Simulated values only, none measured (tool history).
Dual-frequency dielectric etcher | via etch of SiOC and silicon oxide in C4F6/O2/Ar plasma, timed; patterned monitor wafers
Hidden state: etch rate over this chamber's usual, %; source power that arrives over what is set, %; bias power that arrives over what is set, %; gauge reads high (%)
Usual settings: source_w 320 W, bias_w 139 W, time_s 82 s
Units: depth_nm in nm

run	hour	source_w	bias_w	time_s	wafers since the last listed run	hours since the last wet clean	hours since the last source power generator calibration	hours since the last bias power generator calibration	hours since the last upper electrode change	hours since the gauge calibration	read-back reference wafer on the same gauge, depth_nm	depth_nm
1	0	320	139	97	0	202	2883.4	3138	3008.8	698.4	63.9	92.8
2	16.9	320	139	82	103	218.9	2900.3	3154.9	3025.7	715.3	63.9	78.7
3	41.7	320	139	82	151	243.7	2925.1	3179.7	3050.5	740.1	64.1	78.3
4	54.2	320	139	82	76	256.2	2937.6	3192.2	3063	752.6	64	77.8
5	81.1	320	139	82	164	283.1	2964.5	3219.1	3089.9	779.5	64	77.4
6	98	320	139	82	103	300	2981.4	3236	3106.8	796.4	64	77.7
7	115.6	320	139	82	107	317.6	2999	3253.6	3124.4	814	64	77.1
8	137.5	320	139	82	133	339.5	3020.9	3275.5	3146.3	835.9	64	77.2
9	166.2	320	139	82	174	368.2	3049.6	3304.2	3175	864.6	63.9	77.8
# hour 227.4: gauge calibrated
# hour 242.7: wet clean of the chamber
10	243.2	320	139	82	323	0.5	3126.6	3381.2	3252	15.8	64.1	79.4
11	253.9	320	139	93	65	11.2	3137.3	3391.9	3262.7	26.5	64.1	89.2
# hour 263.4: bias power generator calibrated
12	274.3	250	139	93.5	99	31.6	3157.7	10.9	3283.1	46.9	64	81.5
13	307.5	320	128	64.5	202	64.8	3190.9	44.1	3316.3	80.1	64	60.7
14	341.1	320	139	82	204	98.4	3224.5	77.7	3349.9	113.7	63.9	77.8
15	369.4	320	139	82	172	126.7	3252.8	106	3378.2	142	64.1	77.3
16	404.2	370	113	82	212	161.5	3287.6	140.8	3413	176.8	64	77.5
17	434.4	320	139	82	184	191.7	3317.8	171	3443.2	207	64	76.9
18	456.4	390	157	95.5	134	213.7	3339.8	193	3465.2	229	63.9	101.6
19	510.3	380	124	63.5	328	267.6	3393.7	246.9	3519.1	282.9	64	61.2
20	534.6	320	139	82	148	291.9	3418	271.2	3543.4	307.2	64	76.7
# hour 570: upper electrode replaced
21	570.5	300	155	105	72	327.8	3453.9	307.1	0.5	343.1	64.1	98.1
22	587.8	240	105	82	105	345.1	3471.2	324.4	17.8	360.4	64	62.6
23	622.3	320	113	82	210	379.6	3505.7	358.9	52.3	394.9	64	71.7
24	641.3	340	166	103	115	398.6	3524.7	377.9	71.3	413.9	64	101.9
25	674.3	260	168	82	201	431.6	3557.7	410.9	104.3	446.9	63.9	72.5
26	697.7	320	139	64	142	455	3581.1	434.3	127.7	470.3	64.1	59.3
# hour 707.3: source power generator calibrated
27	710.6	290	174	73	54	467.9	3.3	447.2	140.6	483.2	63.9	69
# hour 808.8: wet clean of the chamber
28	809.6	270	119	106	457	0.8	102.3	546.2	239.6	582.2	63.8	91.2
29	838.3	300	118	82	174	29.5	131	574.9	268.3	610.9	64	73.5
30	870.6	320	139	82	196	61.8	163.3	607.2	300.6	643.2	64	78.7
31	977.8	270	139	82	653	169	270.5	714.4	407.8	750.4	64	73.4

Forecast each of these 3 alternatives for the next run:
A	978.2	320	139	82	2	169.4	270.9	714.8	408.2	750.8	?	?
B	978.2	320	168	60.5	2	169.4	270.9	714.8	408.2	750.8	?	?
C	978.2	360	108	61.5	2	169.4	270.9	714.8	408.2	750.8	?	?

run	read-back reference wafer on the same gauge, depth_nm	depth_nm
A	64.1	77.7
B	64.1	60.7
C	64.1	57
Without the tool's hidden state the same runs would have given:
run	depth_nm
A	78.7
B	61.5
C	57.7

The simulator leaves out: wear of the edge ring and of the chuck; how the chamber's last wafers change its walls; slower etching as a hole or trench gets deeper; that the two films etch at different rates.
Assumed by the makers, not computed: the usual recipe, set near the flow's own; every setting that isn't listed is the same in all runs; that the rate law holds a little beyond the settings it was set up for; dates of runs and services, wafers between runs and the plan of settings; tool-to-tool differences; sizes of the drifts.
